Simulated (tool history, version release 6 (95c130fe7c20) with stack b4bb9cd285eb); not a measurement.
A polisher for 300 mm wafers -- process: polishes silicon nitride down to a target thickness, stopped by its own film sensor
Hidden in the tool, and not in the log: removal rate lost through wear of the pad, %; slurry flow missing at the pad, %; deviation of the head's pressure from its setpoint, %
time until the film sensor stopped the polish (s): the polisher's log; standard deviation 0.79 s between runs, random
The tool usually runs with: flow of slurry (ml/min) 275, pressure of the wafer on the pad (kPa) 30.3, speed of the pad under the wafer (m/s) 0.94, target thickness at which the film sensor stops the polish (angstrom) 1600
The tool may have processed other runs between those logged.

run,day,flow of slurry (ml/min),pressure of the wafer on the pad (kPa),speed of the pad under the wafer (m/s),target thickness at which the film sensor stops the polish (angstrom),wafers since the last listed run,wafers polished on this pad,hours since the slurry nozzle was cleaned,hours since the head pressure was calibrated,"incoming thickness of the incoming film, nm",time until the film sensor stopped the polish (s)
1,0.000,275,30.3,0.94,1940,0,1825,327.8,644.7,290.3,40.5
2,1.542,275,30.3,0.86,1600,562,2387,364.8,681.7,288.1,58.5
# day 1.842: worn pad replaced by a new one
3,4.529,275,30.3,0.94,1600,1028,979,436.5,753.4,295.2,53.2
4,7.038,275,24.1,1.12,1600,914,1894,496.7,813.6,292.0,57.7
5,9.125,275,30.3,0.94,1600,760,2655,546.8,863.7,286.9,56.7
# day 9.454: worn pad replaced by a new one
6,10.533,275,30.3,0.94,1600,452,393,580.6,897.5,285.0,48.9
7,12.975,275,30.3,0.94,1600,890,1283,639.2,956.1,291.8,52.6
8,14.546,235,30.3,0.94,1600,572,1856,676.9,993.8,289.5,54.7
9,15.871,275,30.3,0.94,1600,483,2339,708.7,1025.6,284.1,53.4
# day 16.592: worn pad replaced by a new one
10,16.958,275,30.3,0.94,1600,335,133,734.8,1051.7,292.1,51.5
11,19.892,275,30.3,0.94,1600,1069,1202,805.2,1122.1,289.7,52.3
12,21.312,230,30.3,1.26,1600,517,1720,839.3,1156.2,292.3,48.0
# day 22.062: head pressure recalibrated
13,23.879,275,30.3,0.82,1790,905,2626,900.9,43.6,286.2,51.2
# day 24.604: worn pad replaced by a new one
14,25.883,275,30.3,0.94,1600,669,466,949.0,91.7,289.9,52.6
# day 27.088: slurry nozzle cleaned
15,28.188,275,39.3,0.94,1600,824,1291,26.4,147.0,289.2,45.6
16,29.525,215,26.9,0.94,1600,487,1778,58.5,179.1,290.1,60.2
# day 30.896: worn pad replaced by a new one
17,32.033,345,30.3,0.94,1600,853,414,118.7,239.3,294.2,53.0
18,34.242,275,30.3,0.78,1330,805,1219,171.7,292.3,287.1,66.6
19,36.858,330,30.3,1.20,1600,953,2173,234.5,355.1,287.0,48.4

Predict each of these 3 candidate next runs independently; none follows another, all start after run 19:
A,36.875,275,30.3,0.94,1600,6,2179,234.9,355.5,292.1,?
B,36.875,245,30.3,0.94,1600,6,2179,234.9,355.5,292.1,?
C,36.875,205,30.3,0.94,1800,6,2179,234.9,355.5,292.1,?

run,time until the film sensor stopped the polish (s)
A,56.8
B,57.5
C,50.0
Without the tool's hidden state the same runs would have given:
run,time until the film sensor stopped the polish (s)
A,52.3
B,53.0
C,46.1

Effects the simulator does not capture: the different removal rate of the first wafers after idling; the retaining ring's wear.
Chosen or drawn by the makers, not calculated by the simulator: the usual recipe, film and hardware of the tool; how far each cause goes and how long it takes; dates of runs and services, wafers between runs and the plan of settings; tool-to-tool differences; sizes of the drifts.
